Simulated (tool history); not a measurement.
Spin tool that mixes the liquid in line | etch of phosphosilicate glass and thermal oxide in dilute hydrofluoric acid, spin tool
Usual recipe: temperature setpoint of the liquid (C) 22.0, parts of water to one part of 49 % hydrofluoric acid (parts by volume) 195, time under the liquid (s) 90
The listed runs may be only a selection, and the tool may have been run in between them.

| run | hour | temperature setpoint of the liquid (C) | parts of water to one part of 49 % hydrofluoric acid (parts by volume) | time under the liquid (s) | wafers since the last listed run | hours since the thermometer was replaced | hours since the hydrofluoric acid flow meter was replaced | hours since the gauge calibration | read-back film thickness of the phosphosilicate glass reference wafer, read on the same gauge (nm) | read-back film thickness of the thermal oxide reference wafer, read on the same gauge (nm) | thickness taken off the phosphosilicate glass on a monitor wafer (Å) | thickness taken off the thermal oxide on a monitor wafer (Å) |
|---|---|---|---|---|---|---|---|---|---|---|---|---|
| 1 | 0.0 | 22.0 | 195 | 90 | 0 | 2511.6 | 2067.5 | 995.6 | 133.59 | 114.504 | 246.6 | 17.58 |
| 2 | 24.2 | 22.0 | 195 | 90 | 232 | 2535.8 | 2091.7 | 1019.8 | 133.46 | 114.397 | 246.2 | 17.93 |
|  | 38.5 | hydrofluoric acid flow meter replaced |
| 3 | 44.7 | 22.0 | 195 | 90 | 187 | 2556.3 | 6.2 | 1040.3 | 133.34 | 114.280 | 245.4 | 17.43 |
| 4 | 68.9 | 22.0 | 195 | 90 | 232 | 2580.5 | 30.4 | 1064.5 | 133.21 | 114.189 | 244.9 | 17.13 |
|  | 76.7 | gauge calibrated |
| 5 | 94.9 | 22.0 | 195 | 90 | 250 | 2606.5 | 56.4 | 18.2 | 139.50 | 119.574 | 256.1 | 18.12 |
| 6 | 109.2 | 24.5 | 195 | 90 | 137 | 2620.8 | 70.7 | 32.5 | 139.42 | 119.505 | 281.5 | 21.01 |
| 7 | 136.9 | 25.5 | 195 | 145 | 266 | 2648.5 | 98.4 | 60.2 | 139.28 | 119.364 | 469.5 | 33.42 |
| 8 | 168.8 | 22.0 | 195 | 120 | 307 | 2680.4 | 130.3 | 92.1 | 139.08 | 119.237 | 343.3 | 23.62 |
| 9 | 183.3 | 22.0 | 195 | 90 | 139 | 2694.9 | 144.8 | 106.6 | 138.99 | 119.156 | 256.1 | 18.70 |
| 10 | 202.0 | 18.5 | 225 | 70 | 180 | 2713.6 | 163.5 | 125.3 | 138.88 | 119.071 | 145.0 | 10.49 |
| 11 | 222.4 | 19.0 | 245 | 90 | 196 | 2734.0 | 183.9 | 145.7 | 138.76 | 118.974 | 174.1 | 12.39 |
| 12 | 249.2 | 22.0 | 195 | 90 | 257 | 2760.8 | 210.7 | 172.5 | 138.65 | 118.848 | 252.0 | 17.56 |
| 13 | 261.7 | 19.0 | 195 | 90 | 120 | 2773.3 | 223.2 | 185.0 | 138.57 | 118.778 | 228.2 | 16.39 |
|  | 304.4 | thermometer replaced |
| 14 | 326.3 | 22.0 | 250 | 90 | 612 | 21.9 | 287.8 | 249.6 | 138.22 | 118.471 | 188.6 | 13.33 |
| 15 | 359.0 | 27.0 | 275 | 125 | 314 | 54.6 | 320.5 | 282.3 | 138.02 | 118.312 | 273.9 | 19.72 |
| 16 | 396.0 | 22.0 | 195 | 90 | 356 | 91.6 | 357.5 | 319.3 | 137.81 | 118.132 | 254.1 | 18.21 |
| 17 | 428.1 | 18.5 | 265 | 40 | 309 | 123.7 | 389.6 | 351.4 | 137.63 | 117.986 | 67.1 | 4.96 |
| 18 | 458.7 | 26.0 | 195 | 90 | 294 | 154.3 | 420.2 | 382.0 | 137.46 | 117.836 | 296.6 | 21.34 |
| 19 | 482.5 | 18.5 | 195 | 90 | 229 | 178.1 | 444.0 | 405.8 | 137.34 | 117.704 | 221.7 | 15.37 |
| 20 | 517.5 | 22.0 | 265 | 40 | 336 | 213.1 | 479.0 | 440.8 | 137.14 | 117.561 | 77.3 | 5.57 |
| 21 | 546.1 | 22.0 | 260 | 70 | 275 | 241.7 | 507.6 | 469.4 | 136.98 | 117.397 | 137.2 | 9.67 |
| 22 | 571.8 | 23.5 | 195 | 65 | 247 | 267.4 | 533.3 | 495.1 | 136.84 | 117.309 | 192.7 | 13.02 |
| 23 | 601.8 | 18.0 | 280 | 125 | 288 | 297.4 | 563.3 | 525.1 | 136.69 | 117.134 | 194.3 | 13.51 |
| 24 | 637.0 | 22.0 | 195 | 90 | 338 | 332.6 | 598.5 | 560.3 | 136.45 | 116.964 | 253.9 | 18.33 |
| 25 | 659.0 | 22.0 | 195 | 125 | 211 | 354.6 | 620.5 | 582.3 | 136.34 | 116.872 | 353.1 | 25.64 |
| 26 | 687.2 | 22.0 | 195 | 90 | 271 | 382.8 | 648.7 | 610.5 | 136.19 | 116.741 | 250.1 | 18.31 |

Each row is a separate what-if for the run after 26, all from the same tool condition, not one after another. Results?
| A | 687.6 | 22.0 | 195 | 90 | 3 | 383.2 | 649.1 | 610.9 | ? | ? | ? | ? |
| B | 687.6 | 22.0 | 255 | 130 | 3 | 383.2 | 649.1 | 610.9 | ? | ? | ? | ? |
| C | 687.6 | 18.5 | 195 | 110 | 3 | 383.2 | 649.1 | 610.9 | ? | ? | ? | ? |

| run | read-back film thickness of the phosphosilicate glass reference wafer, read on the same gauge (nm) | read-back film thickness of the thermal oxide reference wafer, read on the same gauge (nm) | thickness taken off the phosphosilicate glass on a monitor wafer (Å) | thickness taken off the thermal oxide on a monitor wafer (Å) |
|---|---|---|---|---|
| A | 136.19 | 116.711 | 253.3 | 17.20 |
| B | 136.19 | 116.711 | 263.5 | 17.89 |
| C | 136.19 | 116.711 | 270.4 | 18.36 |
Without the tool's hidden state the same runs would have given:
| run | thickness taken off the phosphosilicate glass on a monitor wafer (Å) | thickness taken off the thermal oxide on a monitor wafer (Å) |
|---|---|---|
| A | 260.4 | 17.68 |
| B | 270.9 | 18.39 |
| C | 278.0 | 18.87 |

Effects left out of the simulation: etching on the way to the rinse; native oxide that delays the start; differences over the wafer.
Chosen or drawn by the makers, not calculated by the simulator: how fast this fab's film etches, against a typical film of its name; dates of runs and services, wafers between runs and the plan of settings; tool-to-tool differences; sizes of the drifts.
